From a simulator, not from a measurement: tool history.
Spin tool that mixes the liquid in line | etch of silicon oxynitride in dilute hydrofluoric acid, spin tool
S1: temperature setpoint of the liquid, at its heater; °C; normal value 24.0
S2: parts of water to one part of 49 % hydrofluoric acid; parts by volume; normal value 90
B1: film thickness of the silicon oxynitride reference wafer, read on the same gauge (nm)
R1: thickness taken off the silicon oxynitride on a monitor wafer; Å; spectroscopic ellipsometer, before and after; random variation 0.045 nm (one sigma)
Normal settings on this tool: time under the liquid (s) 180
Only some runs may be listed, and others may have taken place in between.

run 1 hour=0.0 | S1=24.0 S2=90 time_under_the_liquid_(s)=180 | B1=120.00 | R1=62.3
run 2 hour=49.8 | S1=24.0 S2=90 time_under_the_liquid_(s)=180 | B1=120.02 | R1=61.9
run 3 hour=98.3 | S1=25.5 S2=90 time_under_the_liquid_(s)=220 | B1=119.99 | R1=80.7
run 4 hour=152.0 | S1=25.5 S2=90 time_under_the_liquid_(s)=220 | B1=120.01 | R1=80.8
run 5 hour=184.7 | S1=25.5 S2=90 time_under_the_liquid_(s)=220 | B1=120.01 | R1=80.5
run 6 hour=246.7 | S1=24.0 S2=90 time_under_the_liquid_(s)=180 | B1=119.96 | R1=61.3
run 7 hour=279.2 | S1=24.0 S2=90 time_under_the_liquid_(s)=180 | B1=119.98 | R1=61.4
run 8 hour=331.6 | S1=24.0 S2=90 time_under_the_liquid_(s)=180 | B1=119.98 | R1=60.5
run 9 hour=384.8 | S1=27.5 S2=90 time_under_the_liquid_(s)=115 | B1=119.99 | R1=45.5
run 10 hour=456.5 | S1=24.0 S2=90 time_under_the_liquid_(s)=90 | B1=119.98 | R1=29.9
run 11 hour=521.2 | S1=24.0 S2=90 time_under_the_liquid_(s)=180 | B1=120.01 | R1=60.6
run 12 hour=564.4 | S1=24.0 S2=90 time_under_the_liquid_(s)=180 | B1=120.00 | R1=59.4
run 13 hour=592.8 | S1=21.0 S2=135 time_under_the_liquid_(s)=285 | B1=120.00 | R1=53.2
run 14 hour=656.9 | S1=24.0 S2=50 time_under_the_liquid_(s)=275 | B1=120.00 | R1=166.7
run 15 hour=706.3 | S1=24.0 S2=100 time_under_the_liquid_(s)=100 | B1=120.01 | R1=28.8
-- hour=716.6 hydrofluoric acid flow meter replaced
run 16 hour=748.8 | S1=24.0 S2=90 time_under_the_liquid_(s)=215 | B1=119.99 | R1=74.0
run 17 hour=801.9 | S1=24.0 S2=100 time_under_the_liquid_(s)=100 | B1=120.00 | R1=30.3
-- hour=838.3 gauge calibrated
run 18 hour=842.9 | S1=19.0 S2=110 time_under_the_liquid_(s)=75 | B1=120.02 | R1=15.9
run 19 hour=917.5 | S1=26.0 S2=75 time_under_the_liquid_(s)=180 | B1=120.03 | R1=81.4
run 20 hour=1028.2 | S1=24.0 S2=65 time_under_the_liquid_(s)=210 | B1=119.99 | R1=99.4
run 21 hour=1083.1 | S1=27.5 S2=130 time_under_the_liquid_(s)=270 | B1=119.99 | R1=70.3
run 22 hour=1137.5 | S1=28.5 S2=115 time_under_the_liquid_(s)=85 | B1=120.01 | R1=26.6
run 23 hour=1208.9 | S1=20.0 S2=60 time_under_the_liquid_(s)=180 | B1=120.01 | R1=75.9
run 24 hour=1278.5 | S1=27.5 S2=90 time_under_the_liquid_(s)=180 | B1=120.01 | R1=70.8
run 25 hour=1321.0 | S1=24.0 S2=90 time_under_the_liquid_(s)=180 | B1=119.98 | R1=59.6
-- hour=1389.3 hydrofluoric acid flow meter replaced
run 26 hour=1391.1 | S1=24.0 S2=90 time_under_the_liquid_(s)=280 | B1=119.99 | R1=95.8
run 27 hour=1418.1 | S1=26.5 S2=120 time_under_the_liquid_(s)=240 | B1=120.01 | R1=66.6
run 28 hour=1481.1 | S1=19.5 S2=75 time_under_the_liquid_(s)=145 | B1=119.99 | R1=47.9
run 29 hour=1521.4 | S1=26.5 S2=80 time_under_the_liquid_(s)=150 | B1=119.98 | R1=65.3
run 30 hour=1550.6 | S1=24.0 S2=70 time_under_the_liquid_(s)=180 | B1=120.01 | R1=79.8
run 31 hour=1600.4 | S1=25.5 S2=125 time_under_the_liquid_(s)=180 | B1=120.01 | R1=45.5
run 32 hour=1631.0 | S1=28.5 S2=90 time_under_the_liquid_(s)=135 | B1=120.02 | R1=56.4
run 33 hour=1722.0 | S1=24.0 S2=90 time_under_the_liquid_(s)=180 | B1=120.01 | R1=60.2

Here are 4 independent what-if runs from the current tool condition. What would each one return?
run A hour=1722.5 | S1=22.5 S2=90 time_under_the_liquid_(s)=180 | B1=? | R1=?
run B hour=1722.5 | S1=26.5 S2=90 time_under_the_liquid_(s)=180 | B1=? | R1=?
run C hour=1722.5 | S1=24.0 S2=75 time_under_the_liquid_(s)=230 | B1=? | R1=?
run D hour=1722.5 | S1=22.0 S2=125 time_under_the_liquid_(s)=180 | B1=? | R1=?

run=A B1=119.99 R1=56.7
run=B B1=119.99 R1=68.6
run=C B1=119.99 R1=94.6
run=D B1=119.99 R1=38.8
Take away the tool's hidden state, keep each run's random variation, and the runs would have read:
run=A R1=59.2
run=B R1=71.5
run=C R1=98.7
run=D R1=40.5
